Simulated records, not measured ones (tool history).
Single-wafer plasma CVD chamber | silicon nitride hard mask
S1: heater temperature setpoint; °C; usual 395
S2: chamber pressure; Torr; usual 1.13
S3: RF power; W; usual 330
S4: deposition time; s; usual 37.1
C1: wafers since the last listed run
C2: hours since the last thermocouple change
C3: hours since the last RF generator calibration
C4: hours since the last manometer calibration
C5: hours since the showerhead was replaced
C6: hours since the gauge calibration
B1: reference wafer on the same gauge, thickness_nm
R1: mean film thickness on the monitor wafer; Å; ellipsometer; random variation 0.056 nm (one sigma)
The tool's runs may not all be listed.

run,hour,S1,S2,S3,S4,C1,C2,C3,C4,C5,C6,B1,R1
1,0,395,1.13,330,37.1,0,941.8,1246.9,2800.4,7458,133.6,37.298,354.17
2,6,395,1.13,330,37.1,152,947.8,1252.9,2806.4,7464,139.6,37.293,353.69
3,21.9,384,1.13,330,37.1,403,963.7,1268.8,2822.3,7479.9,155.5,37.297,355.63
4,44.9,384,1.13,330,37.1,583,986.7,1291.8,2845.3,7502.9,178.5,37.298,354.92
# hour 61.1: thermocouple changed; heater temperature recalibrated
# hour 65.9: showerhead replaced
# hour 69.6: capacitance manometer re-zeroed and calibrated
5,70.1,384,1.13,330,37.1,220,9,1317,0.5,4.2,203.7,37.3,355.68
6,70.4,387,1.13,330,37.1,7,9.3,1317.3,0.8,4.5,204,37.3,354.38
7,80.7,387,1.13,330,37.1,261,19.6,1327.6,11.1,14.8,214.3,37.299,354.57
8,96.9,395,1.3,330,37.1,411,35.8,1343.8,27.3,31,230.5,37.309,369.04

Run 9 comes next. What will it give?
9,106.7,385,0.89,295,42.1,248,45.6,1353.6,37.1,40.8,240.3,?,?

{"run 9": {"B1": 37.305, "R1": 340.27}}
Without the tool's hidden state the same run would have given R1 359.47 Å.
